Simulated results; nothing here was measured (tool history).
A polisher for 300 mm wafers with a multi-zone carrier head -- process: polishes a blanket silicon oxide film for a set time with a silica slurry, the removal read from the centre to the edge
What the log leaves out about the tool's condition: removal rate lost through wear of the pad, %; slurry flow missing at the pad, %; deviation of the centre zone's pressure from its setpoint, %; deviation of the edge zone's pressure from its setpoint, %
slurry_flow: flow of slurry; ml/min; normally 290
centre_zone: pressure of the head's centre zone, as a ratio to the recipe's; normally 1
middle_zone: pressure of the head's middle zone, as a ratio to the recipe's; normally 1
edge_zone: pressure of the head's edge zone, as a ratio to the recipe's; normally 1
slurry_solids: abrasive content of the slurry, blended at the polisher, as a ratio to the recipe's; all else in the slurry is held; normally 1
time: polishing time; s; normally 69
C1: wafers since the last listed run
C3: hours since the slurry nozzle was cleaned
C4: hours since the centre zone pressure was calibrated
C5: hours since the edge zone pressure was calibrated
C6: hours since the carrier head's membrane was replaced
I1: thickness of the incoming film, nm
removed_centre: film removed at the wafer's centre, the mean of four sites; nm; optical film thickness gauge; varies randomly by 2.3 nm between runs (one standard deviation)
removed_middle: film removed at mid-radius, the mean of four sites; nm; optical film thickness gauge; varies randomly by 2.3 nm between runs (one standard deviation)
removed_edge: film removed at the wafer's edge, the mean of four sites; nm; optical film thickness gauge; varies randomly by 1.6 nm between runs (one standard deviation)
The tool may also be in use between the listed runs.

{"run": 1, "hour": 0.0, "slurry_flow": 235, "centre_zone": 1, "middle_zone": 1, "edge_zone": 1, "slurry_solids": 1, "time": 69, "C1": 0, "wafers polished on this pad": 565, "C3": 116.9, "C4": 480.2, "C5": 330.8, "C6": 965.4, "I1": 1156.3, "removed_centre": 266.3, "removed_middle": 259.6, "removed_edge": 256.3}
{"run": 2, "hour": 39.2, "slurry_flow": 290, "centre_zone": 1, "middle_zone": 1.12, "edge_zone": 0.95, "slurry_solids": 0.85, "time": 69, "C1": 237, "wafers polished on this pad": 803, "C3": 156.1, "C4": 519.4, "C5": 370, "C6": 1004.6, "I1": 1161, "removed_centre": 231.4, "removed_middle": 248.8, "removed_edge": 220.2}
{"run": 3, "hour": 104.6, "slurry_flow": 290, "centre_zone": 1, "middle_zone": 1.06, "edge_zone": 1, "slurry_solids": 1, "time": 69, "C1": 396, "wafers polished on this pad": 1200, "C3": 221.5, "C4": 584.8, "C5": 435.4, "C6": 1070, "I1": 1174.6, "removed_centre": 278.5, "removed_middle": 271, "removed_edge": 260.5}
{"run": 4, "hour": 147.4, "slurry_flow": 290, "centre_zone": 1.04, "middle_zone": 1, "edge_zone": 1, "slurry_solids": 1, "time": 87, "C1": 259, "wafers polished on this pad": 1459, "C3": 264.3, "C4": 627.6, "C5": 478.2, "C6": 1112.8, "I1": 1140.9, "removed_centre": 371.3, "removed_middle": 331.7, "removed_edge": 332.4}
{"hour": 173.9, "done": "carrier head's membrane replaced by a new one"}
{"run": 5, "hour": 200.5, "slurry_flow": 290, "centre_zone": 1, "middle_zone": 0.91, "edge_zone": 0.93, "slurry_solids": 1.25, "time": 69, "C1": 291, "wafers polished on this pad": 1751, "C3": 317.4, "C4": 680.7, "C5": 531.3, "C6": 26.6, "I1": 1176, "removed_centre": 326.7, "removed_middle": 280.5, "removed_edge": 295.7}
{"run": 6, "hour": 239.4, "slurry_flow": 290, "centre_zone": 1, "middle_zone": 1, "edge_zone": 1, "slurry_solids": 1, "time": 69, "C1": 236, "wafers polished on this pad": 1987, "C3": 356.3, "C4": 719.6, "C5": 570.2, "C6": 65.5, "I1": 1140.6, "removed_centre": 280.9, "removed_middle": 265.5, "removed_edge": 257.1}
{"hour": 300.9, "done": "centre zone pressure recalibrated"}
{"run": 7, "hour": 302.3, "slurry_flow": 290, "centre_zone": 1, "middle_zone": 1, "edge_zone": 1, "slurry_solids": 0.8, "time": 69, "C1": 369, "wafers polished on this pad": 2357, "C3": 419.2, "C4": 1.4, "C5": 633.1, "C6": 128.4, "I1": 1174.7, "removed_centre": 208.6, "removed_middle": 216.2, "removed_edge": 212.1}
{"run": 8, "hour": 342.7, "slurry_flow": 290, "centre_zone": 1, "middle_zone": 1, "edge_zone": 1, "slurry_solids": 1, "time": 69, "C1": 245, "wafers polished on this pad": 2602, "C3": 459.6, "C4": 41.8, "C5": 673.5, "C6": 168.8, "I1": 1182.1, "removed_centre": 253.8, "removed_middle": 262.4, "removed_edge": 257.2}
{"run": 9, "hour": 407.5, "slurry_flow": 290, "centre_zone": 1, "middle_zone": 1.07, "edge_zone": 1, "slurry_solids": 1, "time": 69, "C1": 393, "wafers polished on this pad": 2995, "C3": 524.4, "C4": 106.6, "C5": 738.3, "C6": 233.6, "I1": 1153.8, "removed_centre": 256.2, "removed_middle": 276.4, "removed_edge": 258.7}
{"hour": 447.7, "done": "worn pad replaced by a new one"}
{"hour": 448.5, "done": "slurry nozzle cleaned"}
{"run": 10, "hour": 468.0, "slurry_flow": 290, "centre_zone": 1, "middle_zone": 1, "edge_zone": 1, "slurry_solids": 1, "time": 69, "C1": 337, "wafers polished on this pad": 118, "C3": 19.5, "C4": 167.1, "C5": 798.8, "C6": 294.1, "I1": 1168.7, "removed_centre": 254.1, "removed_middle": 263, "removed_edge": 258.1}
{"run": 11, "hour": 525.1, "slurry_flow": 290, "centre_zone": 1, "middle_zone": 1, "edge_zone": 1.08, "slurry_solids": 1.1, "time": 45, "C1": 346, "wafers polished on this pad": 464, "C3": 76.6, "C4": 224.2, "C5": 855.9, "C6": 351.2, "I1": 1176.5, "removed_centre": 178.6, "removed_middle": 182.5, "removed_edge": 186.9}
{"run": 12, "hour": 553.6, "slurry_flow": 290, "centre_zone": 1, "middle_zone": 1, "edge_zone": 0.94, "slurry_solids": 1, "time": 69, "C1": 172, "wafers polished on this pad": 637, "C3": 105.1, "C4": 252.7, "C5": 884.4, "C6": 379.7, "I1": 1149.6, "removed_centre": 261.6, "removed_middle": 259.8, "removed_edge": 254.4}
{"run": 13, "hour": 612.4, "slurry_flow": 350, "centre_zone": 1, "middle_zone": 1, "edge_zone": 1, "slurry_solids": 0.75, "time": 59, "C1": 356, "wafers polished on this pad": 994, "C3": 163.9, "C4": 311.5, "C5": 943.2, "C6": 438.5, "I1": 1155.2, "removed_centre": 167.1, "removed_middle": 169.2, "removed_edge": 168.6}
{"run": 14, "hour": 676.6, "slurry_flow": 290, "centre_zone": 1, "middle_zone": 1, "edge_zone": 1, "slurry_solids": 1, "time": 69, "C1": 389, "wafers polished on this pad": 1383, "C3": 228.1, "C4": 375.7, "C5": 1007.4, "C6": 502.7, "I1": 1181.3, "removed_centre": 258.3, "removed_middle": 258.2, "removed_edge": 259.3}
{"hour": 697.7, "done": "edge zone pressure recalibrated"}
{"run": 15, "hour": 733.8, "slurry_flow": 290, "centre_zone": 1, "middle_zone": 1, "edge_zone": 1, "slurry_solids": 1, "time": 83, "C1": 334, "wafers polished on this pad": 1718, "C3": 285.3, "C4": 432.9, "C5": 36.1, "C6": 559.9, "I1": 1169.6, "removed_centre": 312.8, "removed_middle": 313.8, "removed_edge": 312.3}
{"run": 16, "hour": 865.3, "slurry_flow": 290, "centre_zone": 1, "middle_zone": 1, "edge_zone": 1.11, "slurry_solids": 1, "time": 69, "C1": 797, "wafers polished on this pad": 2516, "C3": 416.8, "C4": 564.4, "C5": 167.6, "C6": 691.4, "I1": 1171, "removed_centre": 268.8, "removed_middle": 260.3, "removed_edge": 272.1}
{"run": 17, "hour": 893.5, "slurry_flow": 290, "centre_zone": 1, "middle_zone": 1, "edge_zone": 1, "slurry_solids": 1, "time": 69, "C1": 171, "wafers polished on this pad": 2688, "C3": 445, "C4": 592.6, "C5": 195.8, "C6": 719.6, "I1": 1171.5, "removed_centre": 272.2, "removed_middle": 263, "removed_edge": 258.4}
{"run": 18, "hour": 961.3, "slurry_flow": 380, "centre_zone": 1, "middle_zone": 1, "edge_zone": 1, "slurry_solids": 1, "time": 80, "C1": 411, "wafers polished on this pad": 3099, "C3": 512.8, "C4": 660.4, "C5": 263.6, "C6": 787.4, "I1": 1164.8, "removed_centre": 326.9, "removed_middle": 310.4, "removed_edge": 308.4}
{"hour": 1000.3, "done": "worn pad replaced by a new one"}
{"run": 19, "hour": 1000.9, "slurry_flow": 290, "centre_zone": 0.92, "middle_zone": 1, "edge_zone": 1, "slurry_solids": 1, "time": 81, "C1": 216, "wafers polished on this pad": 3, "C3": 552.4, "C4": 700, "C5": 303.2, "C6": 827, "I1": 1158.4, "removed_centre": 305.7, "removed_middle": 309.2, "removed_edge": 301.7}
{"hour": 1045.6, "done": "slurry nozzle cleaned"}
{"run": 20, "hour": 1065.7, "slurry_flow": 290, "centre_zone": 1, "middle_zone": 1, "edge_zone": 1, "slurry_solids": 1, "time": 82, "C1": 387, "wafers polished on this pad": 390, "C3": 20.1, "C4": 764.8, "C5": 368, "C6": 891.8, "I1": 1145.4, "removed_centre": 338, "removed_middle": 307.5, "removed_edge": 308.5}
{"hour": 1077.3, "done": "centre zone pressure recalibrated"}
{"run": 21, "hour": 1094.6, "slurry_flow": 205, "centre_zone": 1, "middle_zone": 0.97, "edge_zone": 1, "slurry_solids": 1, "time": 69, "C1": 163, "wafers polished on this pad": 554, "C3": 49, "C4": 17.3, "C5": 396.9, "C6": 920.7, "I1": 1155.9, "removed_centre": 252.8, "removed_middle": 244.8, "removed_edge": 252.4}

Hidden state at the last listed run before each entry between runs and at the first one after, where it differs:
Between runs 4 and 5: carrier head's membrane replaced by a new one (hour 173.9)
  deviation of the centre zone's pressure from its setpoint, %: 7.63 -> 8.88
  measured result minus the result with no hidden state, removed_centre: +26.4 -> +26.8 nm
Between runs 6 and 7: centre zone pressure recalibrated (hour 300.9)
  deviation of the centre zone's pressure from its setpoint, %: 9.85 -> -1.59
  measured result minus the result with no hidden state, removed_centre: +25.4 -> -3.4 nm
Between runs 9 and 10: worn pad replaced by a new one (hour 447.7); slurry nozzle cleaned (hour 448.5)
  deviation of the centre zone's pressure from its setpoint, %: -1.38 -> -1.09
  measured result minus the result with no hidden state, removed_centre: -3.6 -> -2.8 nm
Between runs 14 and 15: edge zone pressure recalibrated (hour 697.7)
  deviation of the centre zone's pressure from its setpoint, %: 0.944 -> 1.77
  measured result minus the result with no hidden state, removed_centre: +2.5 -> +5.5 nm
Between runs 18 and 19: worn pad replaced by a new one (hour 1000.3)
  deviation of the centre zone's pressure from its setpoint, %: 6.23 -> 7.2
  measured result minus the result with no hidden state, removed_centre: +19.4 -> +20.8 nm
Between runs 19 and 20: slurry nozzle cleaned (hour 1045.6)
  deviation of the centre zone's pressure from its setpoint, %: 7.2 -> 8.9
  measured result minus the result with no hidden state, removed_centre: +20.8 -> +27.8 nm
Between runs 20 and 21: centre zone pressure recalibrated (hour 1077.3)
  deviation of the centre zone's pressure from its setpoint, %: 8.9 -> 0.687
  measured result minus the result with no hidden state, removed_centre: +27.8 -> +1.8 nm
